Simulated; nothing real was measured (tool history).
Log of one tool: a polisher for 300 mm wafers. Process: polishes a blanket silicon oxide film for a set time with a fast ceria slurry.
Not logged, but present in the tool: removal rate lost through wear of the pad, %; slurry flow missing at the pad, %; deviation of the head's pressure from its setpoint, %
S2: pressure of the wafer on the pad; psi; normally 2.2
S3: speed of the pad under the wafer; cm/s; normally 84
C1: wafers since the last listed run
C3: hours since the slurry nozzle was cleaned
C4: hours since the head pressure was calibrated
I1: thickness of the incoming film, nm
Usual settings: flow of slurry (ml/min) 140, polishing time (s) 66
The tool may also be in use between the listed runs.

run 1 hour=0.0 | flow_of_slurry_(ml/min)=140 S2=2.2 S3=68 polishing_time_(s)=66 | C1=0 wafers_polished_on_this_pad=104 C3=301.8 C4=130.0 | I1=2322.5 | film_removed_(nm)=477.8
-- hour=24.8 slurry nozzle cleaned
run 2 hour=32.5 | flow_of_slurry_(ml/min)=140 S2=2.2 S3=68 polishing_time_(s)=66 | C1=233 wafers_polished_on_this_pad=337 C3=7.7 C4=162.5 | I1=2324.9 | film_removed_(nm)=562.6
run 3 hour=55.5 | flow_of_slurry_(ml/min)=140 S2=2.2 S3=68 polishing_time_(s)=66 | C1=170 wafers_polished_on_this_pad=508 C3=30.7 C4=185.5 | I1=2318.7 | film_removed_(nm)=558.0
run 4 hour=85.6 | flow_of_slurry_(ml/min)=140 S2=1.9 S3=84 polishing_time_(s)=66 | C1=223 wafers_polished_on_this_pad=731 C3=60.8 C4=215.6 | I1=2385.9 | film_removed_(nm)=552.5
run 5 hour=97.6 | flow_of_slurry_(ml/min)=140 S2=1.9 S3=84 polishing_time_(s)=66 | C1=88 wafers_polished_on_this_pad=820 C3=72.8 C4=227.6 | I1=2319.2 | film_removed_(nm)=553.3
run 6 hour=130.3 | flow_of_slurry_(ml/min)=140 S2=1.9 S3=84 polishing_time_(s)=66 | C1=242 wafers_polished_on_this_pad=1063 C3=105.5 C4=260.3 | I1=2322.1 | film_removed_(nm)=550.2
-- hour=138.8 worn pad replaced by a new one
run 7 hour=164.7 | flow_of_slurry_(ml/min)=155 S2=2.2 S3=84 polishing_time_(s)=66 | C1=225 wafers_polished_on_this_pad=191 C3=139.9 C4=294.7 | I1=2295.9 | film_removed_(nm)=613.8
run 8 hour=196.3 | flow_of_slurry_(ml/min)=155 S2=2.2 S3=84 polishing_time_(s)=66 | C1=234 wafers_polished_on_this_pad=426 C3=171.5 C4=326.3 | I1=2376.2 | film_removed_(nm)=628.3
run 9 hour=219.5 | flow_of_slurry_(ml/min)=155 S2=2.2 S3=84 polishing_time_(s)=66 | C1=172 wafers_polished_on_this_pad=598 C3=194.7 C4=349.5 | I1=2344.9 | film_removed_(nm)=617.6
run 10 hour=252.7 | flow_of_slurry_(ml/min)=160 S2=2.2 S3=108 polishing_time_(s)=66 | C1=246 wafers_polished_on_this_pad=844 C3=227.9 C4=382.7 | I1=2329.7 | film_removed_(nm)=750.7
-- hour=283.2 worn pad replaced by a new one
run 11 hour=283.7 | flow_of_slurry_(ml/min)=160 S2=2.2 S3=108 polishing_time_(s)=66 | C1=200 wafers_polished_on_this_pad=3 C3=258.9 C4=413.7 | I1=2343.4 | film_removed_(nm)=720.0
run 12 hour=307.9 | flow_of_slurry_(ml/min)=160 S2=2.2 S3=108 polishing_time_(s)=66 | C1=179 wafers_polished_on_this_pad=183 C3=283.1 C4=437.9 | I1=2326.8 | film_removed_(nm)=729.1
-- hour=330.3 slurry nozzle cleaned
run 13 hour=341.0 | flow_of_slurry_(ml/min)=140 S2=2.2 S3=84 polishing_time_(s)=66 | C1=238 wafers_polished_on_this_pad=421 C3=10.7 C4=471.0 | I1=2358.4 | film_removed_(nm)=677.8
run 14 hour=364.1 | flow_of_slurry_(ml/min)=140 S2=1.9 S3=84 polishing_time_(s)=46 | C1=171 wafers_polished_on_this_pad=592 C3=33.8 C4=494.1 | I1=2370.3 | film_removed_(nm)=392.8
run 15 hour=392.0 | flow_of_slurry_(ml/min)=125 S2=2.2 S3=84 polishing_time_(s)=66 | C1=206 wafers_polished_on_this_pad=799 C3=61.7 C4=522.0 | I1=2340.9 | film_removed_(nm)=619.8
run 16 hour=422.5 | flow_of_slurry_(ml/min)=140 S2=2.2 S3=84 polishing_time_(s)=47 | C1=226 wafers_polished_on_this_pad=1025 C3=92.2 C4=552.5 | I1=2310.2 | film_removed_(nm)=444.3
run 17 hour=439.5 | flow_of_slurry_(ml/min)=140 S2=2.2 S3=84 polishing_time_(s)=66 | C1=126 wafers_polished_on_this_pad=1151 C3=109.2 C4=569.5 | I1=2361.9 | film_removed_(nm)=607.9
-- hour=454.6 worn pad replaced by a new one
run 18 hour=455.1 | flow_of_slurry_(ml/min)=180 S2=2.2 S3=84 polishing_time_(s)=81 | C1=86 wafers_polished_on_this_pad=4 C3=124.8 C4=585.1 | I1=2333.0 | film_removed_(nm)=790.8
run 19 hour=469.4 | flow_of_slurry_(ml/min)=140 S2=2.2 S3=84 polishing_time_(s)=66 | C1=106 wafers_polished_on_this_pad=110 C3=139.1 C4=599.4 | I1=2357.7 | film_removed_(nm)=595.1
run 20 hour=502.0 | flow_of_slurry_(ml/min)=125 S2=1.5 S3=64 polishing_time_(s)=52 | C1=241 wafers_polished_on_this_pad=351 C3=171.7 C4=632.0 | I1=2320.1 | film_removed_(nm)=270.6
run 21 hour=514.3 | flow_of_slurry_(ml/min)=140 S2=2.2 S3=108 polishing_time_(s)=66 | C1=91 wafers_polished_on_this_pad=442 C3=184.0 C4=644.3 | I1=2334.4 | film_removed_(nm)=708.5
-- hour=524.9 head pressure recalibrated
run 22 hour=531.6 | flow_of_slurry_(ml/min)=140 S2=1.9 S3=84 polishing_time_(s)=66 | C1=113 wafers_polished_on_this_pad=556 C3=201.3 C4=6.7 | I1=2319.6 | film_removed_(nm)=520.7
run 23 hour=582.3 | flow_of_slurry_(ml/min)=140 S2=1.7 S3=84 polishing_time_(s)=66 | C1=375 wafers_polished_on_this_pad=932 C3=252.0 C4=57.4 | I1=2384.7 | film_removed_(nm)=474.1
-- hour=620.6 worn pad replaced by a new one
run 24 hour=629.3 | flow_of_slurry_(ml/min)=140 S2=2.2 S3=84 polishing_time_(s)=66 | C1=318 wafers_polished_on_this_pad=64 C3=299.0 C4=104.4 | I1=2342.7 | film_removed_(nm)=578.0
run 25 hour=650.0 | flow_of_slurry_(ml/min)=140 S2=1.7 S3=84 polishing_time_(s)=66 | C1=153 wafers_polished_on_this_pad=218 C3=319.7 C4=125.1 | I1=2339.0 | film_removed_(nm)=472.7
-- hour=667.9 slurry nozzle cleaned
run 26 hour=670.4 | flow_of_slurry_(ml/min)=180 S2=2.2 S3=106 polishing_time_(s)=66 | C1=143 wafers_polished_on_this_pad=362 C3=2.5 C4=145.5 | I1=2319.7 | film_removed_(nm)=803.6
run 27 hour=700.9 | flow_of_slurry_(ml/min)=160 S2=2.8 S3=56 polishing_time_(s)=89 | C1=226 wafers_polished_on_this_pad=588 C3=33.0 C4=176.0 | I1=2318.2 | film_removed_(nm)=832.6

Here are 4 independent what-if runs from the current tool condition. What would each one return?
run A hour=701.3 | flow_of_slurry_(ml/min)=140 S2=2.2 S3=84 polishing_time_(s)=66 | C1=2 wafers_polished_on_this_pad=591 C3=33.4 C4=176.4 | I1=2315.4 | film_removed_(nm)=?
run B hour=701.3 | flow_of_slurry_(ml/min)=180 S2=1.7 S3=68 polishing_time_(s)=86 | C1=2 wafers_polished_on_this_pad=591 C3=33.4 C4=176.4 | I1=2315.4 | film_removed_(nm)=?
run C hour=701.3 | flow_of_slurry_(ml/min)=185 S2=2.2 S3=64 polishing_time_(s)=66 | C1=2 wafers_polished_on_this_pad=591 C3=33.4 C4=176.4 | I1=2315.4 | film_removed_(nm)=?
run D hour=701.3 | flow_of_slurry_(ml/min)=95 S2=1.7 S3=84 polishing_time_(s)=66 | C1=2 wafers_polished_on_this_pad=591 C3=33.4 C4=176.4 | I1=2315.4 | film_removed_(nm)=?

run=A film_removed_(nm)=647.3
run=B film_removed_(nm)=616.0
run=C film_removed_(nm)=566.8
run=D film_removed_(nm)=465.4
With no hidden state in the tool, these same runs would have given:
run=A film_removed_(nm)=668.2
run=B film_removed_(nm)=631.4
run=C film_removed_(nm)=580.6
run=D film_removed_(nm)=487.6

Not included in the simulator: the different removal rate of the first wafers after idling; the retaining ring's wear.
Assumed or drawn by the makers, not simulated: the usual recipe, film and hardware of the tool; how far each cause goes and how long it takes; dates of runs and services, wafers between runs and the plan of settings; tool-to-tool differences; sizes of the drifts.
